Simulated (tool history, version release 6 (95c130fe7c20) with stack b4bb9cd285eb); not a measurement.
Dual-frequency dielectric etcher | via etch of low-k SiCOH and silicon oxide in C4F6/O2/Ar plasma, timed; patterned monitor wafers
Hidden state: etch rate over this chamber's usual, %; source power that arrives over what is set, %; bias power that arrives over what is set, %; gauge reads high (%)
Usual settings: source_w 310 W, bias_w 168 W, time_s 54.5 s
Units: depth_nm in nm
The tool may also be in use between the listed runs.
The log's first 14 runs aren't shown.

| run | hour | source_w | bias_w | time_s | wafers since the last listed run | hours since the last wet clean | hours since the last source power generator calibration | hours since the last bias power generator calibration | hours since the last upper electrode change | hours since the gauge calibration | read-back reference wafer on the same gauge, depth_nm | depth_nm |
|---|---|---|---|---|---|---|---|---|---|---|---|---|
| 15 | 162.7 | 350 | 168 | 54.5 | 117 | 367.5 | 3135.9 | 1453.1 | 2168.5 | 20.5 | 125.1 | 137 |
|  | 189.1 | source power generator calibrated |
| 16 | 189.6 | 380 | 140 | 54.5 | 183 | 394.4 | 0.5 | 1480 | 2195.4 | 47.4 | 125.1 | 138.5 |
| 17 | 197.5 | 260 | 188 | 41 | 63 | 402.3 | 8.4 | 1487.9 | 2203.3 | 55.3 | 125 | 87.9 |
|  | 232.1 | wet clean of the chamber |
| 18 | 232.6 | 310 | 180 | 42.5 | 88 | 0.5 | 43.5 | 1523 | 2238.4 | 90.4 | 125 | 97.7 |
| 19 | 233 | 310 | 168 | 54.5 | 3 | 0.9 | 43.9 | 1523.4 | 2238.8 | 90.8 | 124.9 | 124.1 |
| 20 | 236.1 | 310 | 168 | 40.5 | 24 | 4 | 47 | 1526.5 | 2241.9 | 93.9 | 125.1 | 92.2 |
|  | 265.8 | bias power generator calibrated |
|  | 267.1 | upper electrode replaced |
| 21 | 267.6 | 390 | 168 | 54.5 | 209 | 35.5 | 78.5 | 1.8 | 0.5 | 125.4 | 125 | 140.9 |
| 22 | 268 | 390 | 138 | 62 | 3 | 35.9 | 78.9 | 2.2 | 0.9 | 125.8 | 125 | 154.2 |
| 23 | 270.7 | 310 | 168 | 54.5 | 21 | 38.6 | 81.6 | 4.9 | 3.6 | 128.5 | 125.1 | 123.8 |
| 24 | 278.1 | 310 | 180 | 54.5 | 59 | 46 | 89 | 12.3 | 11 | 135.9 | 124.9 | 124.6 |
| 25 | 285.5 | 310 | 187 | 47 | 59 | 53.4 | 96.4 | 19.7 | 18.4 | 143.3 | 125.1 | 108.1 |
|  | 312.2 | wet clean of the chamber, repeated, since the last time left the tool worse |
| 26 | 312.7 | 310 | 140 | 49.5 | 25 | 0.5 | 123.6 | 46.9 | 45.6 | 170.5 | 125.1 | 115.5 |
| 27 | 313.1 | 350 | 207 | 63.5 | 3 | 0.9 | 124 | 47.3 | 46 | 170.9 | 125.1 | 171.3 |
| 28 | 322.6 | 340 | 168 | 40.5 | 75 | 10.4 | 133.5 | 56.8 | 55.5 | 180.4 | 125 | 102.8 |
| 29 | 331 | 310 | 168 | 54.5 | 67 | 18.8 | 141.9 | 65.2 | 63.9 | 188.8 | 125 | 132 |
| 30 | 339.9 | 310 | 137 | 63.5 | 71 | 27.7 | 150.8 | 74.1 | 72.8 | 197.7 | 125.1 | 147.8 |

Forecast each of these 4 alternatives for the next run:
| A | 340.3 | 310 | 168 | 54.5 | 3 | 28.1 | 151.2 | 74.5 | 73.2 | 198.1 | ? | ? |
| B | 340.3 | 310 | 168 | 68 | 3 | 28.1 | 151.2 | 74.5 | 73.2 | 198.1 | ? | ? |
| C | 340.3 | 360 | 185 | 42.5 | 3 | 28.1 | 151.2 | 74.5 | 73.2 | 198.1 | ? | ? |
| D | 340.3 | 310 | 168 | 70.5 | 3 | 28.1 | 151.2 | 74.5 | 73.2 | 198.1 | ? | ? |

| run | read-back reference wafer on the same gauge, depth_nm | depth_nm |
|---|---|---|
| A | 125 | 131.6 |
| B | 125 | 164.2 |
| C | 125 | 113.9 |
| D | 125 | 170.3 |
Without the tool's hidden state the same runs would have given:
| run | depth_nm |
|---|---|
| A | 132.4 |
| B | 165.2 |
| C | 114.6 |
| D | 171.3 |
